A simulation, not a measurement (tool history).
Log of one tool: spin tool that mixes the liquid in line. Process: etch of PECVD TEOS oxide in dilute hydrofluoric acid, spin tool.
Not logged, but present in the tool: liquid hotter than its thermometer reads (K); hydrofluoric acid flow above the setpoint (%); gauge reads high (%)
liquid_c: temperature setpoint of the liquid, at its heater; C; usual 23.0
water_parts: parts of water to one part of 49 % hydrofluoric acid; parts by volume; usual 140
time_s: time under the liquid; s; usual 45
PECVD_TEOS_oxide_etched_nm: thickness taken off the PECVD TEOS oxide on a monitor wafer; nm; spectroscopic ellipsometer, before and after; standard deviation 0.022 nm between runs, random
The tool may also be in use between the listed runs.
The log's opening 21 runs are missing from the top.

| run | hour | liquid_c | water_parts | time_s | wafers since the last listed run | hours since the thermometer was replaced | hours since the hydrofluoric acid flow meter was replaced | hours since the gauge calibration | read-back film thickness of the PECVD TEOS oxide reference wafer, read on the same gauge (nm) | PECVD_TEOS_oxide_etched_nm |
|---|---|---|---|---|---|---|---|---|---|---|
|  | 1747.5 | thermometer replaced |
| 22 | 1803.1 | 25.5 | 170 | 45 | 1083 | 55.6 | 1265.9 | 871.2 | 109.990 | 4.025 |
| 23 | 1900.9 | 20.0 | 115 | 60 | 1888 | 153.4 | 1363.7 | 969.0 | 109.993 | 6.843 |
| 24 | 1950.8 | 23.0 | 205 | 20 | 963 | 203.3 | 1413.6 | 1018.9 | 109.993 | 1.313 |
| 25 | 2001.9 | 27.5 | 105 | 35 | 986 | 254.4 | 1464.7 | 1070.0 | 109.995 | 5.962 |
| 26 | 2108.4 | 23.0 | 140 | 45 | 2056 | 360.9 | 1571.2 | 1176.5 | 109.986 | 4.700 |
| 27 | 2148.1 | 23.0 | 140 | 45 | 766 | 400.6 | 1610.9 | 1216.2 | 110.022 | 4.762 |
| 28 | 2234.0 | 23.0 | 190 | 60 | 1658 | 486.5 | 1696.8 | 1302.1 | 110.024 | 4.464 |
|  | 2278.5 | hydrofluoric acid flow meter replaced |
| 29 | 2291.3 | 23.0 | 140 | 45 | 1087 | 543.8 | 12.8 | 1359.4 | 110.009 | 4.646 |
|  | 2355.0 | thermometer replaced |
| 30 | 2389.2 | 23.0 | 140 | 45 | 1871 | 34.2 | 110.7 | 1457.3 | 109.989 | 4.442 |
| 31 | 2453.3 | 23.0 | 140 | 45 | 1237 | 98.3 | 174.8 | 1521.4 | 109.990 | 4.481 |
| 32 | 2545.6 | 23.0 | 80 | 45 | 1782 | 190.6 | 267.1 | 1613.7 | 109.997 | 8.554 |
| 33 | 2635.8 | 23.0 | 205 | 45 | 1741 | 280.8 | 357.3 | 1703.9 | 109.970 | 2.931 |
| 34 | 2690.5 | 27.5 | 175 | 45 | 1056 | 335.5 | 412.0 | 1758.6 | 109.994 | 4.219 |

Each row is a separate what-if for the run after 34, all from the same tool condition, not one after another. Results?
| A | 2690.9 | 23.0 | 140 | 25 | 7 | 335.9 | 412.4 | 1759.0 | ? | ? |
| B | 2690.9 | 19.5 | 140 | 45 | 7 | 335.9 | 412.4 | 1759.0 | ? | ? |
| C | 2690.9 | 23.0 | 100 | 45 | 7 | 335.9 | 412.4 | 1759.0 | ? | ? |

| run | read-back film thickness of the PECVD TEOS oxide reference wafer, read on the same gauge (nm) | PECVD_TEOS_oxide_etched_nm |
|---|---|---|
| A | 109.995 | 2.562 |
| B | 109.995 | 4.021 |
| C | 109.995 | 6.770 |
Stripped of hidden state, with their random variation kept, the same runs would have yielded:
| run | PECVD_TEOS_oxide_etched_nm |
|---|---|
| A | 2.459 |
| B | 3.854 |
| C | 6.493 |
